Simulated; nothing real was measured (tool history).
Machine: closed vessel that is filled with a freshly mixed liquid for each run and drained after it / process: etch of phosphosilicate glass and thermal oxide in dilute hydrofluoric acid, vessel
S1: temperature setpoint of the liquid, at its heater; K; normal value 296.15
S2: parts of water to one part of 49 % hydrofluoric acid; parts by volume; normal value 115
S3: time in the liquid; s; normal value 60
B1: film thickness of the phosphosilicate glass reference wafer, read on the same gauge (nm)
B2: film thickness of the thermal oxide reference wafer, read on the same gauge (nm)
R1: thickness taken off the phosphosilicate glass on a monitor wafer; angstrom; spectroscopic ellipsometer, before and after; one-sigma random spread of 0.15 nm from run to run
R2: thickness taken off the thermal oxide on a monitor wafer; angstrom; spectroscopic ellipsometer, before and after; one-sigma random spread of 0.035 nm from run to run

| run | day | S1 | S2 | S3 | B1 | B2 | R1 | R2 |
|---|---|---|---|---|---|---|---|---|
| 1 | 0 | 296.15 | 115 | 60 | 150 | 70.002 | 390.2 | 24.28 |
| 2 | 3.871 | 296.15 | 70 | 60 | 150.05 | 70.002 | 668.6 | 41.85 |
| 3 | 4.6 | 296.15 | 145 | 40 | 149.99 | 70 | 196.8 | 12.55 |
| 4 | 5.704 | 296.15 | 145 | 40 | 150 | 69.971 | 196.7 | 12.53 |
| 5 | 7.779 | 296.15 | 145 | 40 | 149.98 | 69.979 | 196 | 12.35 |
| 6 | 9.171 | 296.15 | 115 | 60 | 150.04 | 69.998 | 382.1 | 24.2 |
| 7 | 10.025 | 296.15 | 80 | 80 | 149.99 | 70.007 | 768.7 | 48.45 |
|  | 10.167 | gauge calibrated |
| 8 | 11.492 | 296.15 | 80 | 80 | 150 | 70.016 | 758.3 | 48.38 |
|  | 14.283 | hydrofluoric acid flow meter replaced |
| 9 | 14.779 | 296.15 | 80 | 80 | 149.98 | 69.989 | 788.5 | 49.09 |
| 10 | 15.9 | 298.65 | 115 | 60 | 150.01 | 70.015 | 439 | 28.02 |
| 11 | 17.062 | 298.65 | 115 | 60 | 150 | 70.028 | 435.8 | 28.12 |
| 12 | 17.792 | 296.15 | 115 | 60 | 150.01 | 69.955 | 392.6 | 25.22 |
| 13 | 18.346 | 293.65 | 115 | 60 | 150 | 69.977 | 354.5 | 22.26 |
| 14 | 19.083 | 296.15 | 115 | 85 | 149.96 | 69.999 | 559.9 | 35.06 |
| 15 | 20.229 | 296.15 | 115 | 60 | 150 | 70.024 | 391 | 24.69 |
| 16 | 20.888 | 293.65 | 115 | 85 | 149.98 | 70.01 | 496.5 | 31.95 |
| 17 | 21.8 | 296.15 | 115 | 60 | 150.01 | 69.986 | 388.5 | 24.56 |
| 18 | 23.154 | 296.15 | 95 | 85 | 149.99 | 69.968 | 685.3 | 43.37 |
|  | 23.625 | thermometer replaced |
| 19 | 24.125 | 296.15 | 155 | 60 | 149.98 | 69.995 | 297.1 | 18.79 |
| 20 | 25.317 | 298.15 | 115 | 60 | 150.01 | 70.009 | 451 | 28.36 |
| 21 | 26.004 | 293.65 | 155 | 75 | 149.97 | 70.014 | 333.3 | 21.02 |
| 22 | 27.054 | 296.15 | 60 | 60 | 149.97 | 70.01 | 848.9 | 53.07 |
| 23 | 27.783 | 301.15 | 150 | 60 | 149.97 | 69.99 | 366.3 | 22.83 |
| 24 | 28.738 | 297.65 | 115 | 60 | 150.03 | 70.005 | 438.1 | 27.58 |
| 25 | 30.104 | 299.65 | 75 | 35 | 149.98 | 69.97 | 446.1 | 28.78 |
| 26 | 31.279 | 296.15 | 115 | 60 | 150.01 | 69.984 | 411.9 | 25.71 |

What if the next run were any one of these 3? Each begins from the tool's condition after run 26:
| A | 31.308 | 296.15 | 115 | 60 | ? | ? | ? | ? |
| B | 31.308 | 294.65 | 70 | 50 | ? | ? | ? | ? |
| C | 31.308 | 293.15 | 150 | 80 | ? | ? | ? | ? |

| run | B1 | B2 | R1 | R2 |
|---|---|---|---|---|
| A | 149.99 | 70.003 | 409.7 | 25.49 |
| B | 149.99 | 70.003 | 557.6 | 34.69 |
| C | 149.99 | 70.003 | 357.5 | 22.24 |
The same runs, with their run-to-run variation unchanged, on a tool lacking any hidden condition would have given:
| run | R1 | R2 |
|---|---|---|
| A | 426.5 | 26.53 |
| B | 579.8 | 36.07 |
| C | 372.4 | 23.17 |
